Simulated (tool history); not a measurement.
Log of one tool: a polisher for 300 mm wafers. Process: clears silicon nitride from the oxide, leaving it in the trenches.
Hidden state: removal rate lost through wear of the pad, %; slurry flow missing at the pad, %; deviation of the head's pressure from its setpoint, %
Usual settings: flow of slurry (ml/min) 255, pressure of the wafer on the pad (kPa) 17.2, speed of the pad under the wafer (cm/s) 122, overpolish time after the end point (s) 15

run    hour  flow of slurry (ml/min)  pressure of the wafer on the pad (kPa)  speed of the pad under the wafer (cm/s)  overpolish time after the end point (s)  wafers since the last listed run  wafers polished on this pad  hours since the slurry nozzle was cleaned  hours since the head pressure was calibrated  incoming thickness of the incoming film, nm  time until the end point was called (s)
  1       0                      255                                    17.2                                      122                                       15                                 0                         1483                                      398.2                                         923.2                                        107.6                                    132.5
  2    30.6                      255                                    17.2                                      122                                       15                               221                         1705                                      428.8                                         953.8                                        110.2                                    137.6
  3    64.8                      255                                    17.2                                      122                                       15                               247                         1952                                        463                                           988                                          111                                    139.4
  4   103.5                      255                                    17.2                                      150                                       15                               279                         2232                                      501.7                                        1026.7                                        110.7                                    119.9
      141.2  -- worn pad replaced by a new one
  5   163.7                      255                                    17.2                                      150                                       15                               406                          162                                      561.9                                        1086.9                                        108.6                                    105.7
  6     194                      255                                    17.2                                       90                                       19                               219                          381                                      592.2                                        1117.2                                        109.6                                    163.8
      210.6  -- head pressure recalibrated
      248.7  -- slurry nozzle cleaned
  7   265.1                      255                                    17.2                                       90                                       19                               492                          874                                       16.4                                          54.5                                        108.8                                    164.8
  8   329.7                      255                                    17.2                                      122                                       15                               466                         1341                                         81                                         119.1                                        109.6                                    136.7
  9   395.8                      255                                    20.7                                      122                                       15                               477                         1818                                      147.1                                         185.2                                        109.4                                    115.9
 10   452.4                      255                                    17.2                                      100                                       15                               409                         2227                                      203.7                                         241.8                                        109.7                                      163
      477.6  -- worn pad replaced by a new one
 11   502.3                      255                                    17.2                                      100                                       15                               331                          178                                      253.6                                         291.7                                        109.7                                    145.8
 12   532.7                      255                                    17.2                                      142                                       15                               219                          398                                        284                                         322.1                                        107.7                                    112.3
 13   567.8                      255                                    17.2                                      142                                       15                               253                          652                                      319.1                                         357.2                                          110                                    115.8
 14   624.1                      255                                    17.2                                       94                                       15                               406                         1059                                      375.4                                         413.5                                        108.8                                    163.8
 15   670.9                      255                                    17.2                                       94                                       15                               338                         1397                                      422.2                                         460.3                                        110.3                                    167.8
 16     740                      255                                    17.2                                       94                                       15                               499                         1896                                      491.3                                         529.4                                        109.5                                    169.1
 17   796.2                      255                                    17.2                                      122                                       15                               406                         2303                                      547.5                                         585.6                                          110                                      142
      799.3  -- slurry nozzle cleaned
 18   863.9                      330                                    21.4                                       88                                       21                               482                         2785                                       64.6                                         653.3                                        110.4                                    137.5
      886.9  -- worn pad replaced by a new one
 19   977.8                      255                                    17.2                                      136                                       18                               794                          657                                      178.5                                         767.2                                        110.1                                    118.8
 20  1021.5                      320                                    21.4                                      122                                       22                               315                          972                                      222.2                                         810.9                                        109.2                                    103.7
 21  1060.1                      255                                    17.2                                      160                                       23                               278                         1251                                      260.8                                         849.5                                        111.4                                    110.5
 22  1109.7                      340                                    22.8                                      122                                       15                               358                         1610                                      310.4                                         899.1                                        109.5                                     99.4
     1242.6  -- head pressure recalibrated
 23  1301.4                      255                                    13.8                                      136                                       12                              1371                         2981                                      502.1                                          58.8                                        109.8                                    163.7
     1318.4  -- worn pad replaced by a new one
 24  1371.6                      255                                    17.2                                      122                                       15                               478                          384                                      572.3                                           129                                        109.9                                    129.9
 25  1440.9                      190                                    17.2                                      122                                       20                               500                          885                                      641.6                                         198.3                                        110.4                                    141.1
     1473.7  -- slurry nozzle cleaned
 26  1488.3                      255                                    17.2                                      122                                       15                               335                         1220                                       14.6                                         245.7                                        110.8                                    137.8
 27  1514.9                      255                                    17.2                                      122                                       15                               192                         1412                                       41.2                                         272.3                                        111.4                                    141.2
 28  1548.9                      340                                    13.8                                      138                                       20                               245                         1658                                       75.2                                         306.3                                        108.3                                    150.2
 29  1602.6                      255                                    17.2                                      122                                        8                               388                         2046                                      128.9                                           360                                        109.1                                    138.4
     1651.9  -- worn pad replaced by a new one
 30  1744.1                      280                                    20.7                                      148                                        7                               993                          666                                      270.4                                         501.5                                          111                                       97
 31  1786.7                      255                                    20.7                                      150                                       10                               307                          974                                        313                                         544.1                                          110                                     95.5
 32  1852.2                      205                                    12.4                                      106                                        9                               473                         1447                                      378.5                                         609.6                                        110.6                                    214.5
 33  1885.8                      255                                    17.2                                      122                                       18                               242                         1690                                      412.1                                         643.2                                        108.5                                    139.1
 34  1930.7                      170                                    17.2                                      122                                       15                               324                         2014                                        457                                         688.1                                        111.4                                      152
 35  1959.4                      290                                    17.2                                      122                                       15                               207                         2222                                      485.7                                         716.8                                        109.5                                    137.5

Some steps in time until the end point was called (s) between neighbouring runs. How much of each would the tool show without its hidden state too (settings, what came in, random variation), and how much is left for the hidden state, with any gauge scatter that isn't in both results?
Run 10 -> 11: worn pad replaced by a new one. time until the end point was called (s) -17.2: hidden state -14.7, all else -2.5.
Run 22 -> 23: flow of slurry (ml/min) 340 -> 255, pressure of the wafer on the pad (kPa) 22.8 -> 13.8, speed of the pad under the wafer (cm/s) 122 -> 136, overpolish time after the end point (s) 15 -> 12, head pressure recalibrated. time until the end point was called (s) +64.3: hidden state +9.6, all else +54.7.
Run 23 -> 24: pressure of the wafer on the pad (kPa) 13.8 -> 17.2, speed of the pad under the wafer (cm/s) 136 -> 122, overpolish time after the end point (s) 12 -> 15, worn pad replaced by a new one. time until the end point was called (s) -33.8: hidden state -12.6, all else -21.2.
Run 31 -> 32: flow of slurry (ml/min) 255 -> 205, pressure of the wafer on the pad (kPa) 20.7 -> 12.4, speed of the pad under the wafer (cm/s) 150 -> 106, overpolish time after the end point (s) 10 -> 9. time until the end point was called (s) +119: hidden state +13.8, all else +105.2.
Run 32 -> 33: flow of slurry (ml/min) 205 -> 255, pressure of the wafer on the pad (kPa) 12.4 -> 17.2, speed of the pad under the wafer (cm/s) 106 -> 122, overpolish time after the end point (s) 9 -> 18. time until the end point was called (s) -75.4: hidden state -6.8, all else -68.6.
